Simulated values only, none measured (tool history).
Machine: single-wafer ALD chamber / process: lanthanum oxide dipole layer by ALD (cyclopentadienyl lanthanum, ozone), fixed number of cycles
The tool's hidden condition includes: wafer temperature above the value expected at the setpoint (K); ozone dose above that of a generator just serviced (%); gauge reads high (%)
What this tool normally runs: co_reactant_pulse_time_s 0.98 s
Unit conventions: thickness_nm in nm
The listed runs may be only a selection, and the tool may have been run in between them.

run	hour	co_reactant_pulse_time_s	wafers since the last listed run	hours since the last thermocouple change	hours since the last ozone generator service	hours since the showerhead was replaced	hours since the gauge calibration	read-back reference wafer on the same gauge, thickness_nm	thickness_nm
1	0.0	0.98	0	899.4	936.7	3225.8	69.1	0.607	0.470
2	8.6	0.98	108	908.0	945.3	3234.4	77.7	0.607	0.469
3	19.1	0.98	132	918.5	955.8	3244.9	88.2	0.607	0.469
4	35.1	0.87	201	934.5	971.8	3260.9	104.2	0.607	0.436
5	46.5	0.87	143	945.9	983.2	3272.3	115.6	0.607	0.435
6	54.5	0.87	100	953.9	991.2	3280.3	123.6	0.606	0.436
7	71.0	0.98	207	970.4	1007.7	3296.8	140.1	0.607	0.467
8	79.8	0.98	110	979.2	1016.5	3305.6	148.9	0.607	0.467
9	89.8	1.13	125	989.2	1026.5	3315.6	158.9	0.607	0.500
10	96.4	1.13	83	995.8	1033.1	3322.2	165.5	0.607	0.500
11	112.8	1.13	206	1012.2	1049.5	3338.6	181.9	0.607	0.499
12	123.6	0.98	135	1023.0	1060.3	3349.4	192.7	0.607	0.461
# hour 140.3: ozone generator serviced
13	141.5	0.98	124	1040.9	1.2	3367.3	210.6	0.607	0.512
14	151.6	0.98	127	1051.0	11.3	3377.4	220.7	0.607	0.512
15	165.2	0.98	171	1064.6	24.9	3391.0	234.3	0.607	0.512
16	171.9	0.98	84	1071.3	31.6	3397.7	241.0	0.607	0.512
17	180.8	0.86	111	1080.2	40.5	3406.6	249.9	0.607	0.479
# hour 195.5: showerhead replaced
18	196.8	0.71	100	1096.2	56.5	1.3	265.9	0.607	0.422
19	206.4	1.35	120	1105.8	66.1	10.9	275.5	0.607	0.565
20	218.6	0.72	153	1118.0	78.3	23.1	287.7	0.607	0.426
# hour 229.1: thermocouple changed; heater temperature recalibrated
21	229.6	1.29	37	0.5	89.3	34.1	298.7	0.607	0.563
22	243.0	0.64	168	13.9	102.7	47.5	312.1	0.607	0.388
# hour 246.8: gauge calibrated
23	250.0	0.70	88	20.9	109.7	54.5	3.2	0.607	0.418
24	258.1	0.63	101	29.0	117.8	62.6	11.3	0.607	0.380
25	274.0	0.98	200	44.9	133.7	78.5	27.2	0.607	0.506
26	305.7	1.11	398	76.6	165.4	110.2	58.9	0.607	0.535
27	312.1	0.66	80	83.0	171.8	116.6	65.3	0.607	0.391
28	323.8	0.98	147	94.7	183.5	128.3	77.0	0.607	0.507
29	340.4	0.82	208	111.3	200.1	144.9	93.6	0.607	0.460
30	352.1	0.98	147	123.0	211.8	156.6	105.3	0.606	0.508
31	363.3	0.60	140	134.2	223.0	167.8	116.5	0.606	0.357
32	380.2	0.64	212	151.1	239.9	184.7	133.4	0.607	0.378

Below are 3 alternative next runs, each starting from the tool's condition after run 32. Predict each:
A	380.6	0.74	5	151.5	240.3	185.1	133.8	?	?
B	380.6	1.19	5	151.5	240.3	185.1	133.8	?	?
C	380.6	0.67	5	151.5	240.3	185.1	133.8	?	?

run	read-back reference wafer on the same gauge, thickness_nm	thickness_nm
A	0.607	0.428
B	0.607	0.543
C	0.607	0.395
With the hidden condition removed and each run's random variation left untouched, the same runs would have given:
run	thickness_nm
A	0.442
B	0.552
C	0.410
